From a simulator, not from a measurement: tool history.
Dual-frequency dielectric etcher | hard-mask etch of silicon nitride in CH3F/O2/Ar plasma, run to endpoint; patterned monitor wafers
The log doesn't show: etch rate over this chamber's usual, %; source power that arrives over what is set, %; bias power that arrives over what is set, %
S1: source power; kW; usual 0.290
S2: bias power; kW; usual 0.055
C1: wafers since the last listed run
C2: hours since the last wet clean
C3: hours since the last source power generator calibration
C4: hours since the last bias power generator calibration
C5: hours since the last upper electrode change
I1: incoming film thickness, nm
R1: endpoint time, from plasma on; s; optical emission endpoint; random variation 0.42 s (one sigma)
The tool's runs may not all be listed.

{"run": 1, "hour": 0.0, "S1": 0.29, "S2": 0.055, "C1": 0, "C2": 286.2, "C3": 431.4, "C4": 4370.3, "C5": 3869.0, "I1": 28.56, "R1": 54.3}
{"hour": 97.1, "done": "upper electrode replaced, of another model than before"}
{"run": 2, "hour": 97.6, "S1": 0.29, "S2": 0.055, "C1": 793, "C2": 383.8, "C3": 529.0, "C4": 4467.9, "C5": 0.5, "I1": 28.66, "R1": 55.1}
{"run": 3, "hour": 145.7, "S1": 0.29, "S2": 0.062, "C1": 518, "C2": 431.9, "C3": 577.1, "C4": 4516.0, "C5": 48.6, "I1": 28.66, "R1": 52.9}
{"hour": 263.5, "done": "wet clean of the chamber"}
{"run": 4, "hour": 264.0, "S1": 0.29, "S2": 0.062, "C1": 1016, "C2": 0.5, "C3": 695.4, "C4": 4634.3, "C5": 166.9, "I1": 28.61, "R1": 51.3}
{"run": 5, "hour": 325.5, "S1": 0.29, "S2": 0.051, "C1": 662, "C2": 62.0, "C3": 756.9, "C4": 4695.8, "C5": 228.4, "I1": 28.33, "R1": 54.0}
{"run": 6, "hour": 423.5, "S1": 0.25, "S2": 0.055, "C1": 1056, "C2": 160.0, "C3": 854.9, "C4": 4793.8, "C5": 326.4, "I1": 28.38, "R1": 58.1}
{"run": 7, "hour": 484.5, "S1": 0.25, "S2": 0.055, "C1": 657, "C2": 221.0, "C3": 915.9, "C4": 4854.8, "C5": 387.4, "I1": 28.65, "R1": 57.5}
{"run": 8, "hour": 534.1, "S1": 0.25, "S2": 0.055, "C1": 534, "C2": 270.6, "C3": 965.5, "C4": 4904.4, "C5": 437.0, "I1": 28.49, "R1": 58.0}
{"run": 9, "hour": 631.5, "S1": 0.29, "S2": 0.055, "C1": 1049, "C2": 368.0, "C3": 1062.9, "C4": 5001.8, "C5": 534.4, "I1": 28.65, "R1": 54.9}
{"run": 10, "hour": 683.8, "S1": 0.29, "S2": 0.055, "C1": 563, "C2": 420.3, "C3": 1115.2, "C4": 5054.1, "C5": 586.7, "I1": 28.34, "R1": 54.1}
{"run": 11, "hour": 736.4, "S1": 0.29, "S2": 0.055, "C1": 566, "C2": 472.9, "C3": 1167.8, "C4": 5106.7, "C5": 639.3, "I1": 28.5, "R1": 54.7}
{"hour": 782.9, "done": "wet clean of the chamber"}
{"run": 12, "hour": 797.0, "S1": 0.25, "S2": 0.046, "C1": 394, "C2": 14.1, "C3": 1228.4, "C4": 5167.3, "C5": 699.9, "I1": 28.29, "R1": 59.4}
{"run": 13, "hour": 876.3, "S1": 0.26, "S2": 0.059, "C1": 854, "C2": 93.4, "C3": 1307.7, "C4": 5246.6, "C5": 779.2, "I1": 28.6, "R1": 54.8}
{"run": 14, "hour": 924.4, "S1": 0.23, "S2": 0.06, "C1": 518, "C2": 141.5, "C3": 1355.8, "C4": 5294.7, "C5": 827.3, "I1": 28.12, "R1": 57.2}
{"run": 15, "hour": 1027.1, "S1": 0.36, "S2": 0.055, "C1": 1106, "C2": 244.2, "C3": 1458.5, "C4": 5397.4, "C5": 930.0, "I1": 28.2, "R1": 48.2}
{"run": 16, "hour": 1072.6, "S1": 0.27, "S2": 0.048, "C1": 490, "C2": 289.7, "C3": 1504.0, "C4": 5442.9, "C5": 975.5, "I1": 28.43, "R1": 57.6}
{"run": 17, "hour": 1142.6, "S1": 0.26, "S2": 0.067, "C1": 754, "C2": 359.7, "C3": 1574.0, "C4": 5512.9, "C5": 1045.5, "I1": 28.36, "R1": 52.0}
{"run": 18, "hour": 1202.5, "S1": 0.32, "S2": 0.055, "C1": 645, "C2": 419.6, "C3": 1633.9, "C4": 5572.8, "C5": 1105.4, "I1": 28.44, "R1": 51.8}
{"hour": 1234.1, "done": "bias power generator calibrated"}
{"run": 19, "hour": 1254.1, "S1": 0.29, "S2": 0.055, "C1": 513, "C2": 471.2, "C3": 1685.5, "C4": 20.0, "C5": 1157.0, "I1": 28.31, "R1": 54.1}
{"hour": 1318.8, "done": "wet clean of the chamber"}
{"run": 20, "hour": 1319.3, "S1": 0.29, "S2": 0.065, "C1": 444, "C2": 0.5, "C3": 1750.7, "C4": 85.2, "C5": 1222.2, "I1": 28.37, "R1": 49.7}
{"run": 21, "hour": 1366.9, "S1": 0.29, "S2": 0.055, "C1": 513, "C2": 48.1, "C3": 1798.3, "C4": 132.8, "C5": 1269.8, "I1": 28.54, "R1": 53.2}
{"run": 22, "hour": 1426.1, "S1": 0.29, "S2": 0.055, "C1": 638, "C2": 107.3, "C3": 1857.5, "C4": 192.0, "C5": 1329.0, "I1": 28.53, "R1": 54.0}
{"run": 23, "hour": 1472.4, "S1": 0.32, "S2": 0.069, "C1": 499, "C2": 153.6, "C3": 1903.8, "C4": 238.3, "C5": 1375.3, "I1": 28.64, "R1": 47.9}
{"hour": 1493.7, "done": "source power generator calibrated"}
{"run": 24, "hour": 1553.0, "S1": 0.29, "S2": 0.055, "C1": 825, "C2": 234.2, "C3": 59.3, "C4": 318.9, "C5": 1455.9, "I1": 28.86, "R1": 54.5}
{"run": 25, "hour": 1608.8, "S1": 0.29, "S2": 0.055, "C1": 601, "C2": 290.0, "C3": 115.1, "C4": 374.7, "C5": 1511.7, "I1": 28.23, "R1": 54.1}
{"run": 26, "hour": 1700.5, "S1": 0.29, "S2": 0.044, "C1": 988, "C2": 381.7, "C3": 206.8, "C4": 466.4, "C5": 1603.4, "I1": 28.34, "R1": 58.8}
{"run": 27, "hour": 1768.5, "S1": 0.25, "S2": 0.048, "C1": 732, "C2": 449.7, "C3": 274.8, "C4": 534.4, "C5": 1671.4, "I1": 28.58, "R1": 62.6}
{"run": 28, "hour": 1816.8, "S1": 0.29, "S2": 0.055, "C1": 520, "C2": 498.0, "C3": 323.1, "C4": 582.7, "C5": 1719.7, "I1": 28.3, "R1": 55.0}
{"run": 29, "hour": 1855.0, "S1": 0.31, "S2": 0.048, "C1": 411, "C2": 536.2, "C3": 361.3, "C4": 620.9, "C5": 1757.9, "I1": 28.12, "R1": 56.6}
{"hour": 1901.8, "done": "wet clean of the chamber"}
{"run": 30, "hour": 1947.3, "S1": 0.34, "S2": 0.042, "C1": 736, "C2": 45.5, "C3": 453.6, "C4": 713.2, "C5": 1850.2, "I1": 28.14, "R1": 53.1}
{"run": 31, "hour": 2016.5, "S1": 0.34, "S2": 0.055, "C1": 745, "C2": 114.7, "C3": 522.8, "C4": 782.4, "C5": 1919.4, "I1": 28.64, "R1": 49.7}
{"run": 32, "hour": 2072.1, "S1": 0.35, "S2": 0.065, "C1": 599, "C2": 170.3, "C3": 578.4, "C4": 838.0, "C5": 1975.0, "I1": 28.65, "R1": 47.2}
{"run": 33, "hour": 2129.3, "S1": 0.27, "S2": 0.049, "C1": 616, "C2": 227.5, "C3": 635.6, "C4": 895.2, "C5": 2032.2, "I1": 28.74, "R1": 59.2}
{"run": 34, "hour": 2175.0, "S1": 0.29, "S2": 0.047, "C1": 492, "C2": 273.2, "C3": 681.3, "C4": 940.9, "C5": 2077.9, "I1": 28.71, "R1": 58.0}

5 ways to go on from here, each from the tool as it stands after run 34. What would each give?
{"run": "A", "hour": 2175.4, "S1": 0.29, "S2": 0.055, "C1": 4, "C2": 273.6, "C3": 681.7, "C4": 941.3, "C5": 2078.3, "I1": 28.33, "R1": "?"}
{"run": "B", "hour": 2175.4, "S1": 0.24, "S2": 0.042, "C1": 4, "C2": 273.6, "C3": 681.7, "C4": 941.3, "C5": 2078.3, "I1": 28.33, "R1": "?"}
{"run": "C", "hour": 2175.4, "S1": 0.24, "S2": 0.051, "C1": 4, "C2": 273.6, "C3": 681.7, "C4": 941.3, "C5": 2078.3, "I1": 28.33, "R1": "?"}
{"run": "D", "hour": 2175.4, "S1": 0.23, "S2": 0.062, "C1": 4, "C2": 273.6, "C3": 681.7, "C4": 941.3, "C5": 2078.3, "I1": 28.33, "R1": "?"}
{"run": "E", "hour": 2175.4, "S1": 0.24, "S2": 0.064, "C1": 4, "C2": 273.6, "C3": 681.7, "C4": 941.3, "C5": 2078.3, "I1": 28.33, "R1": "?"}

run=A R1=53.9
run=B R1=65.4
run=C R1=60.8
run=D R1=57.7
run=E R1=55.8
Without the tool's hidden state the same runs would have given:
run=A R1=52.6
run=B R1=63.9
run=C R1=59.5
run=D R1=56.4
run=E R1=54.5
